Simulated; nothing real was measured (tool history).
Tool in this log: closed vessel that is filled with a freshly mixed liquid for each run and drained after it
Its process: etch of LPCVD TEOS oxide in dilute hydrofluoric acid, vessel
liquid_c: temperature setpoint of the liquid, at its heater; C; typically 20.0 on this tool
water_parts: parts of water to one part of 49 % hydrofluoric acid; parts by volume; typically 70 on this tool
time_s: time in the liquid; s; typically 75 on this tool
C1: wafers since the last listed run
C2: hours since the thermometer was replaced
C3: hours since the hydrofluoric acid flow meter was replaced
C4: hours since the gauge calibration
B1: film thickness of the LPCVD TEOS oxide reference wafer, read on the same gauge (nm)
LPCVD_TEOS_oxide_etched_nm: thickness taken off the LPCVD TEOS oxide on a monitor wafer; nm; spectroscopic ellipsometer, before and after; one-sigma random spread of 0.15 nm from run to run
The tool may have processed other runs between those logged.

Run 1, hour 0.0: usual settings; C1 0; C2 2257.3; C3 1533.4; C4 259.3; B1 30.02. Result: LPCVD_TEOS_oxide_etched_nm 46.13 nm.
Run 2, hour 60.8: usual settings; C1 4031; C2 2318.1; C3 1594.2; C4 320.1; B1 29.97. Result: LPCVD_TEOS_oxide_etched_nm 46.04 nm.
Run 3, hour 122.2: usual settings; C1 4070; C2 2379.5; C3 1655.6; C4 381.5; B1 29.98. Result: LPCVD_TEOS_oxide_etched_nm 46.25 nm.
Run 4, hour 166.1: usual settings; C1 2910; C2 2423.4; C3 1699.5; C4 425.4; B1 30.01. Result: LPCVD_TEOS_oxide_etched_nm 45.98 nm.
Run 5, hour 234.3: usual settings; C1 4521; C2 2491.6; C3 1767.7; C4 493.6; B1 30.01. Result: LPCVD_TEOS_oxide_etched_nm 46.14 nm.
Run 6, hour 264.9: usual settings; C1 2028; C2 2522.2; C3 1798.3; C4 524.2; B1 30.00. Result: LPCVD_TEOS_oxide_etched_nm 46.22 nm.
At hour 322.6: gauge calibrated.
Run 7, hour 336.1: usual settings; C1 4720; C2 2593.4; C3 1869.5; C4 13.5; B1 29.95. Result: LPCVD_TEOS_oxide_etched_nm 46.05 nm.
At hour 391.3: hydrofluoric acid flow meter replaced.
Run 8, hour 398.7: usual settings; C1 4084; C2 2656.0; C3 7.4; C4 76.1; B1 30.02. Result: LPCVD_TEOS_oxide_etched_nm 46.12 nm.
At hour 399.9: thermometer replaced.
Run 9, hour 446.0: usual settings; C1 3069; C2 46.1; C3 54.7; C4 123.4; B1 30.00. Result: LPCVD_TEOS_oxide_etched_nm 46.30 nm.
Run 10, hour 608.9: usual settings but liquid_c 17.5 C; C1 10800; C2 209.0; C3 217.6; C4 286.3; B1 29.98. Result: LPCVD_TEOS_oxide_etched_nm 41.57 nm.
Run 11, hour 665.0: usual settings; C1 3719; C2 265.1; C3 273.7; C4 342.4; B1 29.98. Result: LPCVD_TEOS_oxide_etched_nm 46.12 nm.
Run 12, hour 734.5: usual settings but liquid_c 17.0 C, water_parts 80 parts by volume, time_s 100 s; C1 4607; C2 334.6; C3 343.2; C4 411.9; B1 29.98. Result: LPCVD_TEOS_oxide_etched_nm 46.93 nm.
Run 13, hour 772.7: usual settings but water_parts 90 parts by volume; C1 2532; C2 372.8; C3 381.4; C4 450.1; B1 29.99. Result: LPCVD_TEOS_oxide_etched_nm 35.05 nm.
At hour 907.0: gauge calibrated.
Run 14, hour 939.3: usual settings but liquid_c 17.0 C; C1 11045; C2 539.4; C3 548.0; C4 32.3; B1 29.97. Result: LPCVD_TEOS_oxide_etched_nm 40.64 nm.
Run 15, hour 1000.3: usual settings but liquid_c 17.0 C, water_parts 100 parts by volume; C1 4044; C2 600.4; C3 609.0; C4 93.3; B1 29.98. Result: LPCVD_TEOS_oxide_etched_nm 27.53 nm.
Run 16, hour 1055.2: usual settings but water_parts 85 parts by volume; C1 3639; C2 655.3; C3 663.9; C4 148.2; B1 30.02. Result: LPCVD_TEOS_oxide_etched_nm 37.26 nm.

Consider 5 possible next runs. They are alternatives, not a sequence: every one starts from the tool as it was left by run 16. What does each give?
Run A, hour 1055.9: usual settings but time_s 110 s; C1 46; C2 656.0; C3 664.6; C4 148.9; B1 ?. Result: LPCVD_TEOS_oxide_etched_nm ?.
Run B, hour 1055.9: usual settings but liquid_c 18.0 C; C1 46; C2 656.0; C3 664.6; C4 148.9; B1 ?. Result: LPCVD_TEOS_oxide_etched_nm ?.
Run C, hour 1055.9: usual settings but liquid_c 17.5 C, water_parts 80 parts by volume; C1 46; C2 656.0; C3 664.6; C4 148.9; B1 ?. Result: LPCVD_TEOS_oxide_etched_nm ?.
Run D, hour 1055.9: usual settings but liquid_c 23.5 C, time_s 105 s; C1 46; C2 656.0; C3 664.6; C4 148.9; B1 ?. Result: LPCVD_TEOS_oxide_etched_nm ?.
Run E, hour 1055.9: usual settings but liquid_c 25.0 C, water_parts 100 parts by volume, time_s 95 s; C1 46; C2 656.0; C3 664.6; C4 148.9; B1 ?. Result: LPCVD_TEOS_oxide_etched_nm ?.

run     B1  LPCVD_TEOS_oxide_etched_nm
  A  30.02                       67.60
  B  30.02                       42.36
  C  30.02                       35.89
  D  30.02                       74.56
  E  30.02                       48.27
Without the tool's unlogged condition, the same runs would have read:
run  LPCVD_TEOS_oxide_etched_nm
  A                       67.60
  B                       42.36
  C                       35.89
  D                       74.56
  E                       48.27
